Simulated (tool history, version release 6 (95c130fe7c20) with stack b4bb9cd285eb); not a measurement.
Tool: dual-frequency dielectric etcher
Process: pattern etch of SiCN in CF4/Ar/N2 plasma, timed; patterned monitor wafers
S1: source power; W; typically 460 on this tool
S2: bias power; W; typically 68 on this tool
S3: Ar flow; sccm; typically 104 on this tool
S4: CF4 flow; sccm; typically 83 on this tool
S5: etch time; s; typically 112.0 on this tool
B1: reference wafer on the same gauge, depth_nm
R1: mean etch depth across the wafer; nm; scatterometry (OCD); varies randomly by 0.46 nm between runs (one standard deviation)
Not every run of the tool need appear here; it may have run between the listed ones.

{"run": 1, "hour": 0.0, "S1": 460, "S2": 68, "S3": 104, "S4": 83, "S5": 129.0, "B1": 111.8, "R1": 122.3}
{"run": 2, "hour": 23.1, "S1": 460, "S2": 68, "S3": 104, "S4": 83, "S5": 129.0, "B1": 112.2, "R1": 123.4}
{"run": 3, "hour": 49.7, "S1": 460, "S2": 68, "S3": 104, "S4": 73, "S5": 112.0, "B1": 112.0, "R1": 105.9}
{"run": 4, "hour": 64.0, "S1": 460, "S2": 68, "S3": 104, "S4": 73, "S5": 112.0, "B1": 112.1, "R1": 105.0}
{"run": 5, "hour": 108.0, "S1": 460, "S2": 68, "S3": 104, "S4": 73, "S5": 112.0, "B1": 111.9, "R1": 104.0}
{"run": 6, "hour": 122.8, "S1": 460, "S2": 68, "S3": 104, "S4": 83, "S5": 112.0, "B1": 112.1, "R1": 105.5}
{"run": 7, "hour": 138.7, "S1": 460, "S2": 68, "S3": 104, "S4": 83, "S5": 112.0, "B1": 112.0, "R1": 105.2}
{"run": 8, "hour": 184.0, "S1": 460, "S2": 68, "S3": 104, "S4": 83, "S5": 112.0, "B1": 111.9, "R1": 106.4}
{"run": 9, "hour": 204.4, "S1": 570, "S2": 68, "S3": 104, "S4": 91, "S5": 112.0, "B1": 111.9, "R1": 135.0}
{"run": 10, "hour": 228.8, "S1": 460, "S2": 68, "S3": 112, "S4": 94, "S5": 112.0, "B1": 111.9, "R1": 106.1}
{"run": 11, "hour": 248.1, "S1": 460, "S2": 75, "S3": 79, "S4": 83, "S5": 134.0, "B1": 112.0, "R1": 135.8}
{"run": 12, "hour": 278.8, "S1": 410, "S2": 54, "S3": 104, "S4": 72, "S5": 112.0, "B1": 111.9, "R1": 86.0}
{"run": 13, "hour": 310.7, "S1": 460, "S2": 68, "S3": 104, "S4": 83, "S5": 112.0, "B1": 112.0, "R1": 106.4}
{"run": 14, "hour": 323.1, "S1": 460, "S2": 68, "S3": 104, "S4": 83, "S5": 112.0, "B1": 112.0, "R1": 105.9}
{"run": 15, "hour": 338.7, "S1": 460, "S2": 68, "S3": 104, "S4": 73, "S5": 112.0, "B1": 112.0, "R1": 104.8}
{"run": 16, "hour": 367.6, "S1": 360, "S2": 64, "S3": 80, "S4": 83, "S5": 112.0, "B1": 112.1, "R1": 83.9}
{"run": 17, "hour": 396.4, "S1": 460, "S2": 68, "S3": 104, "S4": 83, "S5": 112.0, "B1": 112.0, "R1": 107.3}
{"run": 18, "hour": 428.5, "S1": 460, "S2": 68, "S3": 93, "S4": 68, "S5": 121.5, "B1": 112.0, "R1": 115.4}
{"run": 19, "hour": 456.0, "S1": 460, "S2": 51, "S3": 126, "S4": 72, "S5": 126.5, "B1": 111.9, "R1": 105.7}
{"run": 20, "hour": 490.6, "S1": 460, "S2": 68, "S3": 104, "S4": 65, "S5": 112.0, "B1": 112.0, "R1": 103.6}

Between the runs listed above, the log contained 8 entries, not reproduced here. Where in the sequence does each belong, and how does what the log doesn't record of the tool's condition differ from the listed run before to the listed run after?
Run 2 -> run 3: upper electrode replaced (hour 49.2)
  etch rate over this chamber's usual, %: 1.73 -> 1.86
  measured value less the no-hidden-state value, R1: +2.1 -> +1.9 nm
Run 3 -> run 4: gauge calibrated (hour 62.5)
  etch rate over this chamber's usual, %: 1.86 -> 1.92
  measured value less the no-hidden-state value, R1: +1.9 -> +2.0 nm
Run 4 -> run 5: wet clean of the chamber (hour 107.5)
  etch rate over this chamber's usual, %: 1.92 -> 0.234
  measured value less the no-hidden-state value, R1: +2.0 -> +0.3 nm
Run 7 -> run 8: Ar flow controller replaced (hour 170.8); CF4 flow controller replaced (hour 175.1); source power generator calibrated (hour 180.0)
  etch rate over this chamber's usual, %: 0.377 -> 0.589
  measured value less the no-hidden-state value, R1: +0.4 -> +0.6 nm
Run 10 -> run 11: bias power generator calibrated (hour 241.8)
  etch rate over this chamber's usual, %: 0.798 -> 0.888
  measured value less the no-hidden-state value, R1: +0.9 -> +1.2 nm
Run 16 -> run 17: gauge calibrated (hour 390.5)
  etch rate over this chamber's usual, %: 1.45 -> 1.58
  measured value less the no-hidden-state value, R1: +1.2 -> +1.7 nm
